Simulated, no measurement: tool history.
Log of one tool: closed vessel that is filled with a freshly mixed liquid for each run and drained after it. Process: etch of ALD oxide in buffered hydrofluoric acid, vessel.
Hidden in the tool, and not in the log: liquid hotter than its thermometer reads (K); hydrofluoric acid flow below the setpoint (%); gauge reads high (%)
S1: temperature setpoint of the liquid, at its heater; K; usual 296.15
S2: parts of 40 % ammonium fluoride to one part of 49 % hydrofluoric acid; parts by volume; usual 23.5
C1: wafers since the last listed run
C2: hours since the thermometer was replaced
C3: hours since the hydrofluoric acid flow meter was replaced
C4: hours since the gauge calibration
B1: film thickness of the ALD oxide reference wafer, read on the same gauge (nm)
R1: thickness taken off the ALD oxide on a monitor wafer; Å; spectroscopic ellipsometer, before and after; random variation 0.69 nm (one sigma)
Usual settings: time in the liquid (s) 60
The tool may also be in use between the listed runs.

{"run": 1, "hour": 0.0, "S1": 296.15, "S2": 23.5, "time in the liquid (s)": 60, "C1": 0, "C2": 554.0, "C3": 1393.4, "C4": 455.6, "B1": 90.0, "R1": 689.0}
{"run": 2, "hour": 22.5, "S1": 296.15, "S2": 23.5, "time in the liquid (s)": 60, "C1": 2598, "C2": 576.5, "C3": 1415.9, "C4": 478.1, "B1": 90.01, "R1": 689.5}
{"run": 3, "hour": 51.3, "S1": 296.15, "S2": 23.5, "time in the liquid (s)": 60, "C1": 3325, "C2": 605.3, "C3": 1444.7, "C4": 506.9, "B1": 90.0, "R1": 692.6}
{"run": 4, "hour": 66.0, "S1": 296.15, "S2": 23.5, "time in the liquid (s)": 60, "C1": 1697, "C2": 620.0, "C3": 1459.4, "C4": 521.6, "B1": 90.01, "R1": 696.8}
{"run": 5, "hour": 98.0, "S1": 296.15, "S2": 23.5, "time in the liquid (s)": 60, "C1": 3695, "C2": 652.0, "C3": 1491.4, "C4": 553.6, "B1": 89.99, "R1": 698.9}
{"run": 6, "hour": 125.0, "S1": 296.15, "S2": 19.5, "time in the liquid (s)": 60, "C1": 3117, "C2": 679.0, "C3": 1518.4, "C4": 580.6, "B1": 90.01, "R1": 790.6}
{"run": 7, "hour": 159.0, "S1": 296.15, "S2": 19.5, "time in the liquid (s)": 60, "C1": 3925, "C2": 713.0, "C3": 1552.4, "C4": 614.6, "B1": 89.99, "R1": 799.0}
{"hour": 174.6, "done": "gauge calibrated"}
{"run": 8, "hour": 262.9, "S1": 296.15, "S2": 23.5, "time in the liquid (s)": 60, "C1": 11997, "C2": 816.9, "C3": 1656.3, "C4": 88.3, "B1": 90.0, "R1": 691.5}
{"run": 9, "hour": 291.7, "S1": 296.15, "S2": 23.5, "time in the liquid (s)": 60, "C1": 3325, "C2": 845.7, "C3": 1685.1, "C4": 117.1, "B1": 90.01, "R1": 706.3}
{"run": 10, "hour": 312.3, "S1": 296.15, "S2": 23.5, "time in the liquid (s)": 60, "C1": 2378, "C2": 866.3, "C3": 1705.7, "C4": 137.7, "B1": 90.0, "R1": 695.6}
{"run": 11, "hour": 387.3, "S1": 296.15, "S2": 23.5, "time in the liquid (s)": 60, "C1": 8660, "C2": 941.3, "C3": 1780.7, "C4": 212.7, "B1": 90.01, "R1": 700.9}
{"run": 12, "hour": 419.7, "S1": 296.15, "S2": 23.5, "time in the liquid (s)": 60, "C1": 3741, "C2": 973.7, "C3": 1813.1, "C4": 245.1, "B1": 89.99, "R1": 699.3}
{"run": 13, "hour": 444.9, "S1": 296.15, "S2": 23.5, "time in the liquid (s)": 60, "C1": 2909, "C2": 998.9, "C3": 1838.3, "C4": 270.3, "B1": 89.99, "R1": 692.1}
{"run": 14, "hour": 461.2, "S1": 296.15, "S2": 27.0, "time in the liquid (s)": 60, "C1": 1882, "C2": 1015.2, "C3": 1854.6, "C4": 286.6, "B1": 90.0, "R1": 644.4}
{"run": 15, "hour": 486.0, "S1": 296.15, "S2": 27.0, "time in the liquid (s)": 60, "C1": 2863, "C2": 1040.0, "C3": 1879.4, "C4": 311.4, "B1": 90.02, "R1": 629.4}
{"run": 16, "hour": 501.7, "S1": 292.15, "S2": 23.5, "time in the liquid (s)": 95, "C1": 1812, "C2": 1055.7, "C3": 1895.1, "C4": 327.1, "B1": 90.0, "R1": 882.6}
{"run": 17, "hour": 528.1, "S1": 296.15, "S2": 23.5, "time in the liquid (s)": 60, "C1": 3048, "C2": 1082.1, "C3": 1921.5, "C4": 353.5, "B1": 89.99, "R1": 694.3}
{"run": 18, "hour": 556.5, "S1": 296.15, "S2": 23.5, "time in the liquid (s)": 60, "C1": 3279, "C2": 1110.5, "C3": 1949.9, "C4": 381.9, "B1": 89.98, "R1": 690.8}
{"run": 19, "hour": 577.5, "S1": 297.65, "S2": 20.5, "time in the liquid (s)": 95, "C1": 2424, "C2": 1131.5, "C3": 1970.9, "C4": 402.9, "B1": 90.02, "R1": 1322.0}
{"hour": 596.2, "done": "hydrofluoric acid flow meter replaced"}
{"run": 20, "hour": 611.6, "S1": 300.65, "S2": 27.0, "time in the liquid (s)": 50, "C1": 3822, "C2": 1165.6, "C3": 15.4, "C4": 437.0, "B1": 89.99, "R1": 679.5}
{"run": 21, "hour": 634.0, "S1": 301.15, "S2": 17.5, "time in the liquid (s)": 85, "C1": 2586, "C2": 1188.0, "C3": 37.8, "C4": 459.4, "B1": 90.02, "R1": 1655.7}
{"run": 22, "hour": 652.9, "S1": 296.15, "S2": 23.5, "time in the liquid (s)": 60, "C1": 2182, "C2": 1206.9, "C3": 56.7, "C4": 478.3, "B1": 89.97, "R1": 698.7}
{"hour": 676.9, "done": "thermometer replaced"}
{"run": 23, "hour": 680.6, "S1": 292.15, "S2": 23.5, "time in the liquid (s)": 30, "C1": 3083, "C2": 3.7, "C3": 84.4, "C4": 506.0, "B1": 90.0, "R1": 283.4}
{"hour": 690.2, "done": "gauge calibrated"}
{"run": 24, "hour": 706.7, "S1": 296.15, "S2": 27.0, "time in the liquid (s)": 60, "C1": 3013, "C2": 29.8, "C3": 110.5, "C4": 16.5, "B1": 90.0, "R1": 635.4}
{"run": 25, "hour": 724.1, "S1": 294.65, "S2": 18.0, "time in the liquid (s)": 35, "C1": 2009, "C2": 47.2, "C3": 127.9, "C4": 33.9, "B1": 89.99, "R1": 460.4}
{"run": 26, "hour": 745.6, "S1": 296.15, "S2": 23.5, "time in the liquid (s)": 75, "C1": 2482, "C2": 68.7, "C3": 149.4, "C4": 55.4, "B1": 89.98, "R1": 869.2}
{"run": 27, "hour": 771.2, "S1": 293.15, "S2": 16.5, "time in the liquid (s)": 80, "C1": 2956, "C2": 94.3, "C3": 175.0, "C4": 81.0, "B1": 90.02, "R1": 1044.5}
{"run": 28, "hour": 797.2, "S1": 294.15, "S2": 23.5, "time in the liquid (s)": 50, "C1": 3002, "C2": 120.3, "C3": 201.0, "C4": 107.0, "B1": 89.99, "R1": 521.5}
{"run": 29, "hour": 824.5, "S1": 296.15, "S2": 16.0, "time in the liquid (s)": 60, "C1": 3152, "C2": 147.6, "C3": 228.3, "C4": 134.3, "B1": 90.0, "R1": 969.1}
{"run": 30, "hour": 859.5, "S1": 300.65, "S2": 23.5, "time in the liquid (s)": 45, "C1": 4041, "C2": 182.6, "C3": 263.3, "C4": 169.3, "B1": 90.01, "R1": 657.5}
{"run": 31, "hour": 887.5, "S1": 298.15, "S2": 29.5, "time in the liquid (s)": 80, "C1": 3233, "C2": 210.6, "C3": 291.3, "C4": 197.3, "B1": 90.02, "R1": 884.8}

Forecast each of these 5 alternatives for the next run:
{"run": "A", "hour": 888.2, "S1": 296.15, "S2": 23.5, "time in the liquid (s)": 60, "C1": 80, "C2": 211.3, "C3": 292.0, "C4": 198.0, "B1": "?", "R1": "?"}
{"run": "B", "hour": 888.2, "S1": 291.65, "S2": 23.5, "time in the liquid (s)": 70, "C1": 80, "C2": 211.3, "C3": 292.0, "C4": 198.0, "B1": "?", "R1": "?"}
{"run": "C", "hour": 888.2, "S1": 291.15, "S2": 29.5, "time in the liquid (s)": 60, "C1": 80, "C2": 211.3, "C3": 292.0, "C4": 198.0, "B1": "?", "R1": "?"}
{"run": "D", "hour": 888.2, "S1": 296.15, "S2": 23.5, "time in the liquid (s)": 70, "C1": 80, "C2": 211.3, "C3": 292.0, "C4": 198.0, "B1": "?", "R1": "?"}
{"run": "E", "hour": 888.2, "S1": 299.65, "S2": 23.5, "time in the liquid (s)": 90, "C1": 80, "C2": 211.3, "C3": 292.0, "C4": 198.0, "B1": "?", "R1": "?"}

run=A B1=90.00 R1=702.4
run=B B1=90.00 R1=637.0
run=C B1=90.00 R1=453.4
run=D B1=90.00 R1=819.4
run=E B1=90.00 R1=1275.4
Without the tool's hidden state the same runs would have given:
run=A R1=702.4
run=B R1=637.0
run=C R1=453.4
run=D R1=819.4
run=E R1=1275.4
